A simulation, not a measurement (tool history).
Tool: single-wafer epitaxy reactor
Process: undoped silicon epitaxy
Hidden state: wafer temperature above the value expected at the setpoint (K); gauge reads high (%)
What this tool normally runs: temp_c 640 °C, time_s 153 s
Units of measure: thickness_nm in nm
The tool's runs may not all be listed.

run,hour,temp_c,time_s,wafers since the last listed run,hours since the last pyrometer calibration,hours since the gauge calibration,"read-back reference wafer on the same gauge, thickness_nm",thickness_nm
1,0,640,153,0,723.4,96.2,18.807,19.77
2,47.9,640,153,443,771.3,144.1,18.809,19.591
3,79.3,646,153,290,802.7,175.5,18.807,22.878
4,126,646,153,432,849.4,222.2,18.799,22.743
5,174.8,640,153,451,898.2,271,18.797,19.572
6,227.5,640,153,487,950.9,323.7,18.802,19.696
7,269.5,640,153,388,992.9,365.7,18.797,19.694
8,322.4,640,153,489,1045.8,418.6,18.802,19.567
9,347.5,640,153,232,1070.9,443.7,18.808,19.608
10,415.7,640,153,630,1139.1,511.9,18.803,19.581
11,477.6,640,153,572,1201,573.8,18.807,19.609
# hour 570.4: pyrometer calibrated
12,579.1,640,153,864,8.7,675.3,18.8,20.294
13,603.6,640,153,226,33.2,699.8,18.806,20.201
14,629.3,647,132,237,58.9,725.5,18.805,20.709

What will run 15 give?
15,654.9,640,135,236,84.5,751.1,?,?

Run 15 yielded read-back reference wafer on the same gauge, thickness_nm 18.8, thickness_nm 17.73 nm.
Take away the tool's hidden state, keep the run-to-run variation as it was, and the same run would have given thickness_nm 17.81 nm.

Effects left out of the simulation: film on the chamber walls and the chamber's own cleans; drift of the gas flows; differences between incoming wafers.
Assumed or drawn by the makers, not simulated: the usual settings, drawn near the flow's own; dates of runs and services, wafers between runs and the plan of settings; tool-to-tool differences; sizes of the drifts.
